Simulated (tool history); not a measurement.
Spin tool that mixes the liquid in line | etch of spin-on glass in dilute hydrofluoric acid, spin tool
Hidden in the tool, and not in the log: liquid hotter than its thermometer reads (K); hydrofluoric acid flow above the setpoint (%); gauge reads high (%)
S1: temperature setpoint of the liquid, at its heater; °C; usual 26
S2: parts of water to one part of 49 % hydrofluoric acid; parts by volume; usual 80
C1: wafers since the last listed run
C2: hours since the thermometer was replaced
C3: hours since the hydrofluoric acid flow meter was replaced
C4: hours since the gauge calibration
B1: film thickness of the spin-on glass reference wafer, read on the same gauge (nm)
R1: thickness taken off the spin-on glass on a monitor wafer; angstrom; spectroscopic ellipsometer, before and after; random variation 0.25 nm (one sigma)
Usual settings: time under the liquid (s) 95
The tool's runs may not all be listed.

{"run": 1, "hour": 0.0, "S1": 26, "S2": 80, "time under the liquid (s)": 60, "C1": 0, "C2": 1378.2, "C3": 1803.5, "C4": 1358.4, "B1": 80, "R1": 370.6}
{"run": 2, "hour": 30.4, "S1": 22.5, "S2": 80, "time under the liquid (s)": 95, "C1": 213, "C2": 1408.6, "C3": 1833.9, "C4": 1388.8, "B1": 80, "R1": 513.8}
{"run": 3, "hour": 88.3, "S1": 22.5, "S2": 80, "time under the liquid (s)": 95, "C1": 406, "C2": 1466.5, "C3": 1891.8, "C4": 1446.7, "B1": 79.99, "R1": 514.7}
{"run": 4, "hour": 149.8, "S1": 26, "S2": 80, "time under the liquid (s)": 95, "C1": 432, "C2": 1528, "C3": 1953.3, "C4": 1508.2, "B1": 80, "R1": 590.7}
{"run": 5, "hour": 192.2, "S1": 26, "S2": 80, "time under the liquid (s)": 95, "C1": 297, "C2": 1570.4, "C3": 1995.7, "C4": 1550.6, "B1": 80, "R1": 592.5}
{"hour": 239.3, "done": "thermometer replaced"}
{"hour": 242.0, "done": "hydrofluoric acid flow meter replaced"}
{"run": 6, "hour": 248.1, "S1": 26, "S2": 80, "time under the liquid (s)": 95, "C1": 378, "C2": 8.8, "C3": 6.1, "C4": 1606.5, "B1": 80, "R1": 543.8}
{"run": 7, "hour": 285.2, "S1": 26, "S2": 80, "time under the liquid (s)": 95, "C1": 260, "C2": 45.9, "C3": 43.2, "C4": 1643.6, "B1": 79.99, "R1": 545.4}
{"run": 8, "hour": 337.2, "S1": 26, "S2": 80, "time under the liquid (s)": 95, "C1": 365, "C2": 97.9, "C3": 95.2, "C4": 1695.6, "B1": 79.99, "R1": 543.6}
{"run": 9, "hour": 379.7, "S1": 26, "S2": 80, "time under the liquid (s)": 95, "C1": 298, "C2": 140.4, "C3": 137.7, "C4": 1738.1, "B1": 79.99, "R1": 546.8}
{"hour": 393.7, "done": "gauge calibrated"}
{"run": 10, "hour": 432.4, "S1": 26, "S2": 80, "time under the liquid (s)": 95, "C1": 370, "C2": 193.1, "C3": 190.4, "C4": 38.7, "B1": 80, "R1": 546.2}
{"run": 11, "hour": 464.1, "S1": 26, "S2": 80, "time under the liquid (s)": 95, "C1": 222, "C2": 224.8, "C3": 222.1, "C4": 70.4, "B1": 79.99, "R1": 555.6}
{"run": 12, "hour": 510.7, "S1": 26, "S2": 80, "time under the liquid (s)": 95, "C1": 327, "C2": 271.4, "C3": 268.7, "C4": 117, "B1": 79.98, "R1": 551.5}
{"run": 13, "hour": 578.9, "S1": 26, "S2": 50, "time under the liquid (s)": 95, "C1": 479, "C2": 339.6, "C3": 336.9, "C4": 185.2, "B1": 79.98, "R1": 922.7}
{"run": 14, "hour": 647.7, "S1": 26, "S2": 80, "time under the liquid (s)": 95, "C1": 483, "C2": 408.4, "C3": 405.7, "C4": 254, "B1": 79.99, "R1": 554.3}
{"run": 15, "hour": 700.6, "S1": 27.5, "S2": 80, "time under the liquid (s)": 95, "C1": 371, "C2": 461.3, "C3": 458.6, "C4": 306.9, "B1": 80.01, "R1": 593.5}
{"run": 16, "hour": 771.1, "S1": 26, "S2": 60, "time under the liquid (s)": 110, "C1": 495, "C2": 531.8, "C3": 529.1, "C4": 377.4, "B1": 80.02, "R1": 887.8}
{"run": 17, "hour": 802.5, "S1": 26, "S2": 120, "time under the liquid (s)": 140, "C1": 220, "C2": 563.2, "C3": 560.5, "C4": 408.8, "B1": 80.01, "R1": 524.8}
{"run": 18, "hour": 857.7, "S1": 26, "S2": 60, "time under the liquid (s)": 80, "C1": 387, "C2": 618.4, "C3": 615.7, "C4": 464, "B1": 80, "R1": 646.8}
{"run": 19, "hour": 908.2, "S1": 26, "S2": 105, "time under the liquid (s)": 95, "C1": 354, "C2": 668.9, "C3": 666.2, "C4": 514.5, "B1": 79.99, "R1": 418.5}
{"run": 20, "hour": 973.7, "S1": 26, "S2": 80, "time under the liquid (s)": 95, "C1": 460, "C2": 734.4, "C3": 731.7, "C4": 580, "B1": 80.01, "R1": 563}
{"run": 21, "hour": 1029.9, "S1": 26, "S2": 45, "time under the liquid (s)": 150, "C1": 394, "C2": 790.6, "C3": 787.9, "C4": 636.2, "B1": 79.99, "R1": 1680.9}
{"run": 22, "hour": 1074.7, "S1": 22, "S2": 55, "time under the liquid (s)": 95, "C1": 314, "C2": 835.4, "C3": 832.7, "C4": 681, "B1": 79.99, "R1": 723.5}
{"run": 23, "hour": 1151.7, "S1": 26, "S2": 80, "time under the liquid (s)": 70, "C1": 541, "C2": 912.4, "C3": 909.7, "C4": 758, "B1": 80, "R1": 423}
{"run": 24, "hour": 1178.5, "S1": 26, "S2": 80, "time under the liquid (s)": 95, "C1": 188, "C2": 939.2, "C3": 936.5, "C4": 784.8, "B1": 80, "R1": 569.1}
{"run": 25, "hour": 1230.2, "S1": 24.5, "S2": 80, "time under the liquid (s)": 125, "C1": 363, "C2": 990.9, "C3": 988.2, "C4": 836.5, "B1": 79.99, "R1": 714.3}
{"run": 26, "hour": 1271.0, "S1": 26, "S2": 80, "time under the liquid (s)": 95, "C1": 286, "C2": 1031.7, "C3": 1029, "C4": 877.3, "B1": 80.01, "R1": 576.3}
{"run": 27, "hour": 1332.7, "S1": 26, "S2": 65, "time under the liquid (s)": 95, "C1": 433, "C2": 1093.4, "C3": 1090.7, "C4": 939, "B1": 80, "R1": 723.7}
{"run": 28, "hour": 1389.0, "S1": 26, "S2": 80, "time under the liquid (s)": 95, "C1": 395, "C2": 1149.7, "C3": 1147, "C4": 995.3, "B1": 80, "R1": 574.9}
{"run": 29, "hour": 1440.3, "S1": 26, "S2": 95, "time under the liquid (s)": 95, "C1": 360, "C2": 1201, "C3": 1198.3, "C4": 1046.6, "B1": 80, "R1": 480.1}
{"run": 30, "hour": 1474.6, "S1": 26, "S2": 115, "time under the liquid (s)": 80, "C1": 241, "C2": 1235.3, "C3": 1232.6, "C4": 1080.9, "B1": 79.99, "R1": 328.7}
{"run": 31, "hour": 1531.1, "S1": 24, "S2": 115, "time under the liquid (s)": 75, "C1": 396, "C2": 1291.8, "C3": 1289.1, "C4": 1137.4, "B1": 79.98, "R1": 282.8}
{"run": 32, "hour": 1561.8, "S1": 26, "S2": 60, "time under the liquid (s)": 135, "C1": 215, "C2": 1322.5, "C3": 1319.8, "C4": 1168.1, "B1": 80, "R1": 1139.3}
{"run": 33, "hour": 1622.1, "S1": 23, "S2": 80, "time under the liquid (s)": 45, "C1": 423, "C2": 1382.8, "C3": 1380.1, "C4": 1228.4, "B1": 80.02, "R1": 247.4}
{"run": 34, "hour": 1676.7, "S1": 22.5, "S2": 80, "time under the liquid (s)": 50, "C1": 383, "C2": 1437.4, "C3": 1434.7, "C4": 1283, "B1": 79.99, "R1": 269.9}

Forecast each of these 4 alternatives for the next run:
{"run": "A", "hour": 1677.1, "S1": 26, "S2": 80, "time under the liquid (s)": 95, "C1": 2, "C2": 1437.8, "C3": 1435.1, "C4": 1283.4, "B1": "?", "R1": "?"}
{"run": "B", "hour": 1677.1, "S1": 21.5, "S2": 80, "time under the liquid (s)": 95, "C1": 2, "C2": 1437.8, "C3": 1435.1, "C4": 1283.4, "B1": "?", "R1": "?"}
{"run": "C", "hour": 1677.1, "S1": 26, "S2": 80, "time under the liquid (s)": 40, "C1": 2, "C2": 1437.8, "C3": 1435.1, "C4": 1283.4, "B1": "?", "R1": "?"}
{"run": "D", "hour": 1677.1, "S1": 26, "S2": 100, "time under the liquid (s)": 65, "C1": 2, "C2": 1437.8, "C3": 1435.1, "C4": 1283.4, "B1": "?", "R1": "?"}

run=A B1=79.99 R1=589.8
run=B B1=79.99 R1=492.8
run=C B1=79.99 R1=248.3
run=D B1=79.99 R1=314.6
Without the tool's hidden state the same runs would have given:
run=A R1=533.6
run=B R1=445.1
run=C R1=224.7
run=D R1=284.5
